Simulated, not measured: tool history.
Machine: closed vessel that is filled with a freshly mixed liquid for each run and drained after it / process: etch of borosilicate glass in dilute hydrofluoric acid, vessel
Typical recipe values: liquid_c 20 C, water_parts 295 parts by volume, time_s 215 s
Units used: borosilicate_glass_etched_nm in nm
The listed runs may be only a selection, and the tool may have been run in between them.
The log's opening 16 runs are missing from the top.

| run | hour | liquid_c | water_parts | time_s | wafers since the last listed run | hours since the thermometer was replaced | hours since the hydrofluoric acid flow meter was replaced | hours since the gauge calibration | read-back film thickness of the borosilicate glass reference wafer, read on the same gauge (nm) | borosilicate_glass_etched_nm |
|---|---|---|---|---|---|---|---|---|---|---|
|  | 1411.9 | hydrofluoric acid flow meter replaced |
| 17 | 1496.9 | 20 | 295 | 295 | 6290 | 738.6 | 85 | 1475.2 | 30.1 | 17.63 |
| 18 | 1541.6 | 18 | 350 | 150 | 3280 | 783.3 | 129.7 | 1519.9 | 30.14 | 6.84 |
| 19 | 1600 | 20 | 295 | 215 | 4286 | 841.7 | 188.1 | 1578.3 | 30.16 | 12.84 |
| 20 | 1658.7 | 18 | 295 | 215 | 4308 | 900.4 | 246.8 | 1637 | 30.22 | 12.04 |
| 21 | 1765.2 | 20 | 295 | 215 | 7817 | 1006.9 | 353.3 | 1743.5 | 30.19 | 13.03 |
| 22 | 1818 | 21.5 | 295 | 170 | 3875 | 1059.7 | 406.1 | 1796.3 | 30.23 | 10.97 |
| 23 | 1875.8 | 17 | 220 | 120 | 4242 | 1117.5 | 463.9 | 1854.1 | 30.33 | 9.29 |
| 24 | 1914 | 20 | 295 | 215 | 2803 | 1155.7 | 502.1 | 1892.3 | 30.41 | 13.03 |

Run 25, settings as shown, results not yet in. Your forecast:
|  | 1945.6 | thermometer replaced |
| 25 | 2092.2 | 20 | 295 | 215 | 13006 | 146.6 | 680.3 | 2070.5 | ? | ? |

read-back film thickness of the borosilicate glass reference wafer, read on the same gauge (nm): 30.46
borosilicate_glass_etched_nm: 12.99 nm
If the tool had no hidden condition, the same run with the same run-to-run variation would have returned borosilicate_glass_etched_nm 12.79 nm.
